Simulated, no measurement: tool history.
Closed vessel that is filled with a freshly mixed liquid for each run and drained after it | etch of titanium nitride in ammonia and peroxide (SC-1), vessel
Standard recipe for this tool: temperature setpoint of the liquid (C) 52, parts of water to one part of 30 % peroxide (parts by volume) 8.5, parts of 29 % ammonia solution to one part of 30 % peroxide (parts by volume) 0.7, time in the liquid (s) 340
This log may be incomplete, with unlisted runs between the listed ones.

run,day,temperature setpoint of the liquid (C),parts of water to one part of 30 % peroxide (parts by volume),parts of 29 % ammonia solution to one part of 30 % peroxide (parts by volume),time in the liquid (s),"read-back film thickness of the titanium nitride reference wafer, read on the same gauge (nm)",thickness taken off the titanium nitride on a monitor wafer (nm)
1,0,52,8.5,0.5,340,60.06,24.4
2,1.112,52,10,0.7,340,60.04,23.67
# day 2: new drum of ammonia solution connected
3,2.412,52,10,0.7,340,59.97,23.9
# day 2.562: thermometer replaced
4,3.783,52,8.5,0.7,340,60.02,31.35
5,4.908,46,8.5,0.7,340,59.97,20.2
6,5.596,47,8.5,0.45,275,59.95,16.17
7,6.433,60,10,0.4,230,59.97,29.4
8,7.029,46,8.5,0.35,340,60,17.79
9,7.596,52,8.5,0.5,340,60.01,28.8
10,8.708,57,8.5,0.95,465,59.97,60.17
11,9.454,52,8.5,0.7,340,59.99,30.35
12,10.433,52,8.5,0.9,340,60,31.75
# day 10.921: ammonia flow meter replaced
13,11.117,43,9.5,0.5,525,60.03,21.99
14,12.458,46,8.5,0.35,340,60,17.79
# day 13: gauge calibrated
15,13.658,61,11.5,0.7,340,60.01,47.25
16,14.508,52,8.5,0.7,210,60.05,18.72
17,15.233,58,12,0.7,340,60,37.36

Run 18 comes next. What will it give?
18,15.796,52,8.5,1,340,?,?

Logged for run 18: read-back film thickness of the titanium nitride reference wafer, read on the same gauge (nm) 60.04, thickness taken off the titanium nitride on a monitor wafer (nm) 31.85.
Without the tool's hidden state the same run would have given thickness taken off the titanium nitride on a monitor wafer (nm) 33.01.
